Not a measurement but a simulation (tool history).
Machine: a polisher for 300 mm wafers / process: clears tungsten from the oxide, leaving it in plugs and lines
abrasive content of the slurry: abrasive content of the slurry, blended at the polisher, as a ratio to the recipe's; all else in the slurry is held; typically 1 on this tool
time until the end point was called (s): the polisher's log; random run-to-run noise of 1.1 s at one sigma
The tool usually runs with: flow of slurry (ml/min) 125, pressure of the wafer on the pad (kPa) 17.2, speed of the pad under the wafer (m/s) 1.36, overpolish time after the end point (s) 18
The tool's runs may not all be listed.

| run | day | flow of slurry (ml/min) | pressure of the wafer on the pad (kPa) | speed of the pad under the wafer (m/s) | abrasive content of the slurry | overpolish time after the end point (s) | incoming thickness of the incoming film, nm | time until the end point was called (s) |
|---|---|---|---|---|---|---|---|---|
| 1 | 0 | 125 | 17.2 | 1.36 | 1 | 11 | 341.3 | 90 |
|  | 0.346 | slurry blender recalibrated |
| 2 | 1.317 | 125 | 13.1 | 1.24 | 1 | 18 | 334.4 | 129.8 |
| 3 | 2.158 | 125 | 13.1 | 1.24 | 1 | 18 | 340.8 | 133.3 |
|  | 2.596 | slurry tank refilled with fresh slurry and peroxide |
| 4 | 2.671 | 125 | 13.1 | 1.24 | 1 | 18 | 342.4 | 145.4 |
| 5 | 3.421 | 125 | 17.2 | 1.36 | 1 | 18 | 343.1 | 102.8 |
|  | 4.158 | worn pad replaced by a new one |
| 6 | 4.275 | 125 | 17.2 | 1.36 | 1 | 18 | 340.5 | 105.3 |
| 7 | 5.733 | 125 | 17.2 | 1.36 | 1 | 18 | 343.8 | 111.9 |
| 8 | 6.6 | 125 | 17.2 | 1.36 | 1 | 18 | 341.5 | 110.5 |
| 9 | 7.958 | 125 | 17.2 | 1.36 | 1 | 18 | 340.7 | 120 |
|  | 8.238 | slurry tank refilled with fresh slurry and peroxide, repeated, since the last time left the tool worse |
|  | 8.525 | slurry blender recalibrated |
| 10 | 10.354 | 125 | 17.2 | 1.36 | 1 | 18 | 343 | 88.6 |
|  | 10.525 | worn pad replaced by a new one |
| 11 | 11.546 | 125 | 17.2 | 1.36 | 1 | 18 | 339.2 | 89.4 |
| 12 | 12.954 | 125 | 11.7 | 1.36 | 1.2 | 11 | 338.8 | 124.1 |
|  | 13.104 | slurry tank refilled with fresh slurry and peroxide |
|  | 14.104 | head pressure recalibrated |
| 13 | 14.404 | 125 | 17.2 | 0.92 | 1 | 18 | 335.6 | 123.5 |
|  | 15.383 | worn pad replaced by a new one |
| 14 | 15.404 | 125 | 17.2 | 1.2 | 0.7 | 18 | 339.5 | 115.8 |
|  | 15.858 | slurry blender recalibrated |
| 15 | 15.933 | 125 | 20.7 | 1.06 | 1 | 26 | 338.4 | 91.8 |
| 16 | 16.667 | 125 | 17.2 | 1.36 | 0.9 | 28 | 344.9 | 97.4 |
| 17 | 17.4 | 125 | 17.2 | 1.36 | 0.75 | 26 | 339.9 | 103.4 |
|  | 17.8 | slurry nozzle cleaned |
| 18 | 18.671 | 125 | 17.2 | 1.36 | 1 | 18 | 341.7 | 94.7 |
|  | 18.846 | slurry tank refilled with fresh slurry and peroxide |
| 19 | 19.2 | 125 | 17.2 | 1.36 | 1 | 18 | 334.2 | 82.5 |
| 20 | 20.333 | 160 | 17.2 | 1.36 | 1 | 18 | 340.8 | 81.5 |
|  | 21.129 | worn pad replaced by a new one |
| 21 | 21.571 | 155 | 15.2 | 1.36 | 0.9 | 9 | 334.7 | 97 |
| 22 | 22.946 | 155 | 23.4 | 1.36 | 1 | 18 | 341.9 | 64.4 |
|  | 23.629 | slurry tank refilled with fresh slurry and peroxide |
| 23 | 23.65 | 125 | 22.1 | 1.36 | 1 | 18 | 337.2 | 64.9 |
| 24 | 24.279 | 125 | 17.2 | 1.36 | 1 | 18 | 340.7 | 86 |
|  | 25.371 | slurry blender recalibrated |
| 25 | 25.583 | 125 | 13.1 | 1.04 | 1 | 27 | 340.2 | 149.2 |

What if the next run were any one of these 5? Each begins from the tool's condition after run 25:
| A | 25.6 | 125 | 17.2 | 1.36 | 1 | 18 | 341.7 | ? |
| B | 25.6 | 170 | 17.2 | 0.9 | 1 | 18 | 341.7 | ? |
| C | 25.6 | 125 | 12.4 | 1.36 | 0.8 | 8 | 341.7 | ? |
| D | 25.6 | 125 | 18.6 | 0.94 | 1 | 18 | 341.7 | ? |
| E | 25.6 | 125 | 17.2 | 1.58 | 1 | 18 | 341.7 | ? |

| run | time until the end point was called (s) |
|---|---|
| A | 88.7 |
| B | 125.9 |
| C | 134.4 |
| D | 118.2 |
| E | 76.5 |
The same runs, with their run-to-run variation unchanged, on a tool lacking any hidden condition would have given:
| run | time until the end point was called (s) |
|---|---|
| A | 85.7 |
| B | 121.6 |
| C | 129.8 |
| D | 114.2 |
| E | 73.9 |

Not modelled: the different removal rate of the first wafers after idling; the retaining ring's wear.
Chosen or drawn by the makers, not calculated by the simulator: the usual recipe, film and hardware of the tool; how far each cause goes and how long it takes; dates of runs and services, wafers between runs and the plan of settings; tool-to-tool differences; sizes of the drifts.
